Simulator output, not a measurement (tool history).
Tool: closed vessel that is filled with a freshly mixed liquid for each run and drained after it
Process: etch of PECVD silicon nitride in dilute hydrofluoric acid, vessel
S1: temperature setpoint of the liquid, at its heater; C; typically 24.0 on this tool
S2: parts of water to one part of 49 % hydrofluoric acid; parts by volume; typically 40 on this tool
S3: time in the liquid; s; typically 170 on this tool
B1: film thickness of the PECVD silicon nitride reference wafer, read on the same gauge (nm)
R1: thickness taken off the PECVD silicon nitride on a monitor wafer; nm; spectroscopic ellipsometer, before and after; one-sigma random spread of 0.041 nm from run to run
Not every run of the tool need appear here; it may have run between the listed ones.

run     day    S1  S2   S3      B1     R1
  1   0.000  24.0  40  170  149.96  11.04
  2   1.858  24.0  40  170  150.00  11.02
  3   3.542  24.0  50  170  150.00   8.98
  4   6.829  24.0  50  170  150.00   8.97
  5   8.712  24.0  50  170  149.98   9.12
  6  10.825  24.0  40  170  150.00  11.36
  7  12.771  24.0  55  170  150.01   8.29
     14.912  -- thermometer replaced
  8  16.575  24.0  55  170  150.01   7.99
  9  19.475  24.0  30  265  150.02  22.83
 10  21.104  24.0  40  170  150.00  11.08
     22.883  -- gauge calibrated
 11  25.346  24.0  40  215  150.00  14.15

Run 12 has not been measured yet. What should we expect?
     27.112  -- hydrofluoric acid flow meter replaced
 12  28.538  22.5  40  170   ?   ?

Run 12 yielded B1 150.00, R1 9.16 nm.
If the tool had no hidden condition, the same run with the same run-to-run variation would have returned R1 8.93 nm.
